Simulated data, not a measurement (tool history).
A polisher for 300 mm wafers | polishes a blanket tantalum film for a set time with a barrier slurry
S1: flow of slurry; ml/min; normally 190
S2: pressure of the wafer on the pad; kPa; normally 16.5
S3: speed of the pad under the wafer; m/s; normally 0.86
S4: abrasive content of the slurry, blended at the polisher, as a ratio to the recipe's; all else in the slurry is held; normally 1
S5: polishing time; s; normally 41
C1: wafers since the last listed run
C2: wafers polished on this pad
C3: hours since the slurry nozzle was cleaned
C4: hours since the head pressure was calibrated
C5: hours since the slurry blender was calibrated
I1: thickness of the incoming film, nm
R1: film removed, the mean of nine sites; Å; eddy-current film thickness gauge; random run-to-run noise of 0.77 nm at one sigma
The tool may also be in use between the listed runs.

{"run": 1, "hour": 0.0, "S1": 190, "S2": 16.5, "S3": 0.7, "S4": 1, "S5": 41, "C1": 0, "C2": 221, "C3": 92, "C4": 918.5, "C5": 116, "I1": 200.9, "R1": 551}
{"run": 2, "hour": 12.4, "S1": 190, "S2": 16.5, "S3": 0.86, "S4": 0.9, "S5": 41, "C1": 161, "C2": 383, "C3": 104.4, "C4": 930.9, "C5": 128.4, "I1": 200.6, "R1": 609}
{"run": 3, "hour": 25.1, "S1": 190, "S2": 16.5, "S3": 0.86, "S4": 0.9, "S5": 41, "C1": 165, "C2": 548, "C3": 117.1, "C4": 943.6, "C5": 141.1, "I1": 196.4, "R1": 613}
{"run": 4, "hour": 41.5, "S1": 190, "S2": 16.5, "S3": 0.86, "S4": 0.95, "S5": 32, "C1": 213, "C2": 762, "C3": 133.5, "C4": 960, "C5": 157.5, "I1": 200.3, "R1": 473}
{"run": 5, "hour": 47.9, "S1": 190, "S2": 16.5, "S3": 0.86, "S4": 0.95, "S5": 32, "C1": 83, "C2": 845, "C3": 139.9, "C4": 966.4, "C5": 163.9, "I1": 199.6, "R1": 468}
{"run": 6, "hour": 62.1, "S1": 190, "S2": 16.5, "S3": 0.86, "S4": 0.95, "S5": 32, "C1": 184, "C2": 1030, "C3": 154.1, "C4": 980.6, "C5": 178.1, "I1": 197.6, "R1": 477}
{"run": 7, "hour": 72.8, "S1": 190, "S2": 16.5, "S3": 0.86, "S4": 1, "S5": 41, "C1": 139, "C2": 1169, "C3": 164.8, "C4": 991.3, "C5": 188.8, "I1": 203, "R1": 614}
{"run": 8, "hour": 80.5, "S1": 150, "S2": 16.5, "S3": 0.86, "S4": 1, "S5": 41, "C1": 100, "C2": 1269, "C3": 172.5, "C4": 999, "C5": 196.5, "I1": 200.4, "R1": 589}
{"hour": 101.0, "done": "worn pad replaced by a new one"}
{"run": 9, "hour": 101.5, "S1": 150, "S2": 16.5, "S3": 0.86, "S4": 1, "S5": 41, "C1": 221, "C2": 6, "C3": 193.5, "C4": 1020, "C5": 217.5, "I1": 200.9, "R1": 585}
{"run": 10, "hour": 108.1, "S1": 150, "S2": 16.5, "S3": 0.86, "S4": 1, "S5": 41, "C1": 85, "C2": 92, "C3": 200.1, "C4": 1026.6, "C5": 224.1, "I1": 199.9, "R1": 585}
{"run": 11, "hour": 121.4, "S1": 190, "S2": 13.8, "S3": 0.86, "S4": 1, "S5": 41, "C1": 173, "C2": 265, "C3": 213.4, "C4": 1039.9, "C5": 237.4, "I1": 198.5, "R1": 501}
{"hour": 126.9, "done": "slurry nozzle cleaned"}
{"run": 12, "hour": 138.3, "S1": 190, "S2": 14.5, "S3": 0.66, "S4": 1, "S5": 30, "C1": 207, "C2": 472, "C3": 11.4, "C4": 1056.8, "C5": 254.3, "I1": 199.9, "R1": 351}
{"run": 13, "hour": 155.2, "S1": 190, "S2": 16.5, "S3": 0.86, "S4": 0.85, "S5": 29, "C1": 220, "C2": 692, "C3": 28.3, "C4": 1073.7, "C5": 271.2, "I1": 203.6, "R1": 422}
{"run": 14, "hour": 166.8, "S1": 245, "S2": 16.5, "S3": 0.94, "S4": 1, "S5": 41, "C1": 151, "C2": 843, "C3": 39.9, "C4": 1085.3, "C5": 282.8, "I1": 200.1, "R1": 684}
{"run": 15, "hour": 180.2, "S1": 190, "S2": 16.5, "S3": 0.86, "S4": 1, "S5": 41, "C1": 174, "C2": 1018, "C3": 53.3, "C4": 1098.7, "C5": 296.2, "I1": 201.4, "R1": 628}
{"hour": 187.7, "done": "slurry blender recalibrated"}
{"run": 16, "hour": 196.0, "S1": 190, "S2": 16.5, "S3": 0.86, "S4": 1.2, "S5": 41, "C1": 179, "C2": 1197, "C3": 69.1, "C4": 1114.5, "C5": 8.3, "I1": 199.8, "R1": 660}
{"run": 17, "hour": 207.0, "S1": 190, "S2": 16.5, "S3": 1.04, "S4": 1, "S5": 37, "C1": 143, "C2": 1341, "C3": 80.1, "C4": 1125.5, "C5": 19.3, "I1": 198.5, "R1": 633}
{"hour": 215.1, "done": "worn pad replaced by a new one"}
{"hour": 217.8, "done": "head pressure recalibrated"}
{"run": 18, "hour": 218.3, "S1": 190, "S2": 16.5, "S3": 0.86, "S4": 1, "S5": 41, "C1": 69, "C2": 15, "C3": 91.4, "C4": 0.5, "C5": 30.6, "I1": 198, "R1": 629}
{"run": 19, "hour": 234.4, "S1": 165, "S2": 16.5, "S3": 0.86, "S4": 1, "S5": 35, "C1": 209, "C2": 224, "C3": 107.5, "C4": 16.6, "C5": 46.7, "I1": 201.5, "R1": 513}
{"run": 20, "hour": 247.6, "S1": 150, "S2": 18.6, "S3": 1.06, "S4": 1.1, "S5": 41, "C1": 171, "C2": 396, "C3": 120.7, "C4": 29.8, "C5": 59.9, "I1": 200.8, "R1": 812}
{"run": 21, "hour": 291.6, "S1": 190, "S2": 16.5, "S3": 0.86, "S4": 1, "S5": 41, "C1": 572, "C2": 969, "C3": 164.7, "C4": 73.8, "C5": 103.9, "I1": 199.6, "R1": 606}
{"run": 22, "hour": 301.7, "S1": 135, "S2": 11.7, "S3": 0.86, "S4": 1.2, "S5": 41, "C1": 131, "C2": 1100, "C3": 174.8, "C4": 83.9, "C5": 114, "I1": 199.8, "R1": 446}
{"run": 23, "hour": 312.6, "S1": 210, "S2": 16.5, "S3": 0.72, "S4": 1, "S5": 41, "C1": 141, "C2": 1242, "C3": 185.7, "C4": 94.8, "C5": 124.9, "I1": 197.9, "R1": 542}
{"hour": 326.7, "done": "slurry nozzle cleaned"}
{"run": 24, "hour": 327.2, "S1": 190, "S2": 11.7, "S3": 0.86, "S4": 1, "S5": 41, "C1": 177, "C2": 1419, "C3": 0.5, "C4": 109.4, "C5": 139.5, "I1": 197.4, "R1": 453}
{"hour": 333.6, "done": "worn pad replaced by a new one"}
{"run": 25, "hour": 339.6, "S1": 220, "S2": 16.5, "S3": 0.62, "S4": 1, "S5": 41, "C1": 109, "C2": 77, "C3": 12.9, "C4": 121.8, "C5": 151.9, "I1": 201, "R1": 538}
{"run": 26, "hour": 352.2, "S1": 190, "S2": 16.5, "S3": 0.86, "S4": 1.3, "S5": 41, "C1": 164, "C2": 241, "C3": 25.5, "C4": 134.4, "C5": 164.5, "I1": 196.6, "R1": 666}

The next listed run, before its measurement:
{"run": 27, "hour": 365.9, "S1": 190, "S2": 16.5, "S3": 0.86, "S4": 1, "S5": 41, "C1": 178, "C2": 420, "C3": 39.2, "C4": 148.1, "C5": 178.2, "I1": 200, "R1": "?"}

R1: 621 Å
With no hidden state in the tool, this same run would have given R1 623 Å.
